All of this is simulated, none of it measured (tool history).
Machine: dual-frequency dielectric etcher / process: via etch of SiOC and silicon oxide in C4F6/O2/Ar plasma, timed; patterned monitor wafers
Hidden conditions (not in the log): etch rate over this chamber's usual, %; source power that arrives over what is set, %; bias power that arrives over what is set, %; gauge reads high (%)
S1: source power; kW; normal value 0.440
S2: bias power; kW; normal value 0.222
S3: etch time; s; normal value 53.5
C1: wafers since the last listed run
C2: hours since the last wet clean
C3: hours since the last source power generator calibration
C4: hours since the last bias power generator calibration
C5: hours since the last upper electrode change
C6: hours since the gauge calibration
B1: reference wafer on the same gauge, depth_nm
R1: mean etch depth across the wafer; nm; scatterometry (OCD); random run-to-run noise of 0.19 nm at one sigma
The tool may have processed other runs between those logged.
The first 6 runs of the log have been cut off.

run     day     S1     S2    S3   C1     C2      C3      C4      C5     C6    B1    R1
  7  12.904  0.440  0.243  53.5  453  380.6  2931.0  2341.0  2159.0  717.0  83.8  80.1
  8  15.562  0.440  0.243  53.5  660  444.4  2994.8  2404.8  2222.8  780.8  83.8  80.4
  9  16.567  0.440  0.243  53.5  249  468.5  3018.9  2428.9  2246.9  804.9  83.9  80.1
 10  18.767  0.440  0.222  53.5  546  521.3  3071.7  2481.7  2299.7  857.7  83.9  78.1
     20.471  -- bias power generator calibrated
     20.604  -- gauge calibrated
     22.667  -- upper electrode replaced
     23.033  -- wet clean of the chamber
 11  23.054  0.500  0.222  53.5  684    0.5  3174.6    62.0     9.3   58.8  83.8  77.8
 12  24.029  0.500  0.222  53.5  242   23.9  3198.0    85.4    32.7   82.2  83.9  78.2
 13  26.508  0.440  0.222  53.5  615   83.4  3257.5   144.9    92.2  141.7  83.9  75.0
 14  27.900  0.440  0.222  64.5  345  116.8  3290.9   178.3   125.6  175.1  83.9  90.7
 15  28.962  0.440  0.222  49.0  263  142.3  3316.4   203.8   151.1  200.6  83.9  69.4
 16  31.008  0.440  0.176  64.0  507  191.4  3365.5   252.9   200.2  249.7  83.9  83.7
     31.179  -- source power generator calibrated
 17  33.342  0.470  0.222  47.5  537  247.4    51.9   308.9   256.2  305.7  83.9  68.5
 18  35.017  0.370  0.222  62.5  415  287.6    92.1   349.1   296.4  345.9  83.9  83.7
 19  36.079  0.440  0.176  67.5  263  313.1   117.6   374.6   321.9  371.4  83.9  88.4
 20  38.550  0.440  0.222  65.5  613  372.4   176.9   433.9   381.2  430.7  84.0  93.1
 21  40.533  0.440  0.222  53.5  492  420.0   224.5   481.5   428.8  478.3  83.9  76.4
     42.929  -- wet clean of the chamber
 22  43.167  0.440  0.222  53.5  405    5.7   287.7   544.7   492.0  541.5  83.9  75.8
 23  45.767  0.470  0.246  63.5  645   68.1   350.1   607.1   554.4  603.9  83.9  95.2
 24  48.192  0.350  0.186  63.0  602  126.3   408.3   665.3   612.6  662.1  84.0  78.6
 25  49.771  0.440  0.200  53.5  392  164.2   446.2   703.2   650.5  700.0  83.9  73.6
 26  51.312  0.440  0.222  53.5  382  201.2   483.2   740.2   687.5  737.0  83.9  76.4
 27  53.092  0.370  0.222  53.5  441  243.9   525.9   782.9   730.2  779.7  83.9  72.5
 28  54.679  0.440  0.222  53.5  394  282.0   564.0   821.0   768.3  817.8  83.9  76.7
 29  56.592  0.440  0.201  68.0  474  327.9   609.9   866.9   814.2  863.7  83.9  94.5
 30  59.046  0.510  0.237  41.5  609  386.8   668.8   925.8   873.1  922.6  83.9  64.1
 31  60.858  0.380  0.222  69.5  450  430.3   712.3   969.3   916.6  966.1  83.8  96.1

3 options for the next run, each taken on its own from the tool as it stands now. Forecast them:
  A  60.875  0.350  0.222  53.5   4  430.7  712.7  969.7  917.0  966.5   ?   ?
  B  60.875  0.530  0.254  38.0   4  430.7  712.7  969.7  917.0  966.5   ?   ?
  C  60.875  0.480  0.244  60.5   4  430.7  712.7  969.7  917.0  966.5   ?   ?

run    B1    R1
  A  83.9  71.7
  B  83.9  60.6
  C  83.9  92.2
What these runs would have given with no unlogged condition in the tool:
run    R1
  A  69.6
  B  58.8
  C  89.5

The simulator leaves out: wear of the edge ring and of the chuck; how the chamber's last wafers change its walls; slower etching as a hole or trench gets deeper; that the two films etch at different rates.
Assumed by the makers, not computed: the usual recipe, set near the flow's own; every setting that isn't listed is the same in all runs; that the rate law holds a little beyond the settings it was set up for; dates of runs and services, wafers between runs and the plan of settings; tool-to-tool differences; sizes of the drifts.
